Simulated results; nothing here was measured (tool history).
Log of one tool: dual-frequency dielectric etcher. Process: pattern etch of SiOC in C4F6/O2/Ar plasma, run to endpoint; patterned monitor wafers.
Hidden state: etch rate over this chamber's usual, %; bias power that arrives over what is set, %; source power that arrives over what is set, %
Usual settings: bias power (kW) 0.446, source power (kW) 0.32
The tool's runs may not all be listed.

run	hour	bias power (kW)	source power (kW)	wafers since the last listed run	hours since the last wet clean	hours since the last bias power generator calibration	hours since the last source power generator calibration	hours since the last upper electrode change	incoming incoming film thickness, nm	endpoint time (s)
1	0	0.518	0.32	0	349.8	2653.6	3844.3	4379.7	25.99	10.1
2	10.7	0.415	0.32	218	360.5	2664.3	3855	4390.4	25.64	10.6
# hour 45.9: upper electrode replaced
# hour 47.1: bias power generator calibrated
3	47.6	0.415	0.32	240	397.4	0.5	3891.9	1.7	25.75	10.6
4	47.9	0.446	0.32	6	397.7	0.8	3892.2	2	25.89	10.5
5	56.1	0.446	0.32	167	405.9	9	3900.4	10.2	26.22	10.7
6	71.7	0.446	0.32	318	421.5	24.6	3916	25.8	25.66	10.4
7	78.4	0.416	0.32	136	428.2	31.3	3922.7	32.5	26.03	10.8
8	91.6	0.416	0.32	269	441.4	44.5	3935.9	45.7	26.09	10.8
9	105.1	0.416	0.32	275	454.9	58	3949.4	59.2	25.9	10.7
10	115.8	0.446	0.34	218	465.6	68.7	3960.1	69.9	26.01	10.4
# hour 154.4: source power generator calibrated
11	154.7	0.446	0.34	713	504.5	107.6	0.3	108.8	26.02	10.4
12	161.1	0.368	0.29	130	510.9	114	6.7	115.2	26.18	11.6
13	176.4	0.557	0.35	312	526.2	129.3	22	130.5	25.94	9.7
14	188.3	0.446	0.32	243	538.1	141.2	33.9	142.4	25.96	10.5
15	196.9	0.446	0.32	175	546.7	149.8	42.5	151	25.91	10.6
# hour 222.5: wet clean of the chamber
16	223	0.446	0.32	42	0.5	175.9	68.6	177.1	25.7	10.2
17	223.3	0.446	0.29	6	0.8	176.2	68.9	177.4	26.03	10.7
18	229.3	0.348	0.38	122	6.8	182.2	74.9	183.4	25.6	10.2
19	236.8	0.414	0.32	153	14.3	189.7	82.4	190.9	25.81	10.5
20	247.5	0.513	0.32	218	25	200.4	93.1	201.6	25.52	9.7
21	264.4	0.518	0.32	345	41.9	217.3	110	218.5	26.07	9.9
22	275.3	0.446	0.32	222	52.8	228.2	120.9	229.4	25.96	10.3
23	289.5	0.334	0.39	290	67	242.4	135.1	243.6	25.95	10.2
24	306.5	0.555	0.34	347	84	259.4	152.1	260.6	25.67	9.5
25	320.7	0.554	0.32	290	98.2	273.6	166.3	274.8	26.13	9.9
26	335.1	0.446	0.35	294	112.6	288	180.7	289.2	25.86	10
27	345.4	0.446	0.36	210	122.9	298.3	191	299.5	25.65	9.8
28	356.9	0.446	0.32	234	134.4	309.8	202.5	311	25.93	10.4
29	369.4	0.535	0.29	255	146.9	322.3	215	323.5	25.82	10.2

Run 30 comes next. What will it give?
30	399.6	0.446	0.32	617	177.1	352.5	245.2	353.7	26.23	?

endpoint time (s): 10.5
Without the tool's hidden state the same run would have given endpoint time (s) 10.4.

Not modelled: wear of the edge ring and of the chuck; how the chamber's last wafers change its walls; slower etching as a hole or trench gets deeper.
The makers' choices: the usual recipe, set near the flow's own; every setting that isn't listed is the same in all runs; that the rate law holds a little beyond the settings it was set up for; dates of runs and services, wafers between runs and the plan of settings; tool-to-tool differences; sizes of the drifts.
